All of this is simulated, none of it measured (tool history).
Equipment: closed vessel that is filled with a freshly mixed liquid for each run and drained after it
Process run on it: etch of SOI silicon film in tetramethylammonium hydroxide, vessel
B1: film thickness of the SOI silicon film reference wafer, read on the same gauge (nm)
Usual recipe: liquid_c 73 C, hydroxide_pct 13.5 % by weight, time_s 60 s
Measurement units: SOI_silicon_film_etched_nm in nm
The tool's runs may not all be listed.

Run 1, hour 0: usual settings but time_s 85 s; B1 30. Result: SOI_silicon_film_etched_nm 837.94 nm.
Run 2, hour 10.9: usual settings but hydroxide_pct 14.5 % by weight; B1 30. Result: SOI_silicon_film_etched_nm 562.44 nm.
Run 3, hour 22: usual settings but hydroxide_pct 14.5 % by weight; B1 30.02. Result: SOI_silicon_film_etched_nm 568.25 nm.
Run 4, hour 32.8: usual settings; B1 29.96. Result: SOI_silicon_film_etched_nm 586.17 nm.
Run 5, hour 42.5: usual settings; B1 29.96. Result: SOI_silicon_film_etched_nm 582.16 nm.
Run 6, hour 57.4: usual settings; B1 30.03. Result: SOI_silicon_film_etched_nm 586.65 nm.
Run 7, hour 69.4: usual settings but time_s 75 s; B1 30.01. Result: SOI_silicon_film_etched_nm 736.75 nm.
Run 8, hour 77.4: usual settings but time_s 75 s; B1 30.04. Result: SOI_silicon_film_etched_nm 730.95 nm.
Run 9, hour 87.2: usual settings; B1 29.99. Result: SOI_silicon_film_etched_nm 587.86 nm.
Run 10, hour 97.8: usual settings; B1 29.97. Result: SOI_silicon_film_etched_nm 585.15 nm.
Run 11, hour 151.1: usual settings but liquid_c 75.5 C, time_s 70 s; B1 29.98. Result: SOI_silicon_film_etched_nm 786.5 nm.
Run 12, hour 158.5: usual settings but liquid_c 75.5 C, time_s 70 s; B1 30. Result: SOI_silicon_film_etched_nm 788.85 nm.
Run 13, hour 174.4: usual settings but liquid_c 75.5 C, time_s 70 s; B1 30.03. Result: SOI_silicon_film_etched_nm 789.71 nm.
Run 14, hour 180.7: usual settings; B1 29.99. Result: SOI_silicon_film_etched_nm 588.61 nm.
Run 15, hour 187.8: usual settings but time_s 85 s; B1 30. Result: SOI_silicon_film_etched_nm 828.68 nm.
Run 16, hour 204.4: usual settings but liquid_c 75.5 C, time_s 70 s; B1 29.97. Result: SOI_silicon_film_etched_nm 792.57 nm.
Run 17, hour 221.9: usual settings but liquid_c 80.5 C, time_s 35 s; B1 29.97. Result: SOI_silicon_film_etched_nm 525.77 nm.
Run 18, hour 239: usual settings but time_s 70 s; B1 29.98. Result: SOI_silicon_film_etched_nm 680.41 nm.
Run 19, hour 256.6: usual settings but liquid_c 70 C, hydroxide_pct 10 % by weight, time_s 45 s; B1 30. Result: SOI_silicon_film_etched_nm 415.47 nm.
Run 20, hour 274.6: usual settings but hydroxide_pct 17.5 % by weight, time_s 80 s; B1 30.04. Result: SOI_silicon_film_etched_nm 703.64 nm.
Run 21, hour 285.7: usual settings but liquid_c 69.5 C, hydroxide_pct 12.5 % by weight, time_s 70 s; B1 30.01. Result: SOI_silicon_film_etched_nm 575.24 nm.
Run 22, hour 299.5: usual settings but liquid_c 69.5 C, hydroxide_pct 12.5 % by weight, time_s 70 s; B1 29.97. Result: SOI_silicon_film_etched_nm 575.05 nm.
Run 23, hour 305.6: usual settings; B1 30.02. Result: SOI_silicon_film_etched_nm 585.3 nm.
Run 24, hour 314.4: usual settings but liquid_c 80.5 C; B1 29.97. Result: SOI_silicon_film_etched_nm 893.8 nm.
Run 25, hour 330.3: usual settings but liquid_c 78.5 C, time_s 35 s; B1 29.98. Result: SOI_silicon_film_etched_nm 466.42 nm.
Run 26, hour 357.2: usual settings but liquid_c 65.5 C; B1 30. Result: SOI_silicon_film_etched_nm 375.46 nm.
Run 27, hour 365.4: usual settings but liquid_c 76.5 C, hydroxide_pct 15 % by weight, time_s 45 s; B1 30. Result: SOI_silicon_film_etched_nm 510.35 nm.
Run 28, hour 378: usual settings but liquid_c 76 C; B1 30.02. Result: SOI_silicon_film_etched_nm 694.97 nm.

Removed from this log: 3 entries logged between the listed runs. Between which two listed runs does each belong, and how does the tool's hidden state at the listed run before it compare with that at the listed run after it?
Logged between run 10 and run 11: thermometer replaced (hour 129.5); hydroxide flow meter replaced (hour 144.6)
  nothing in the hidden state changes from one run to the other
Logged between run 11 and run 12: gauge calibrated (hour 153.4)
  nothing in the hidden state changes from one run to the other

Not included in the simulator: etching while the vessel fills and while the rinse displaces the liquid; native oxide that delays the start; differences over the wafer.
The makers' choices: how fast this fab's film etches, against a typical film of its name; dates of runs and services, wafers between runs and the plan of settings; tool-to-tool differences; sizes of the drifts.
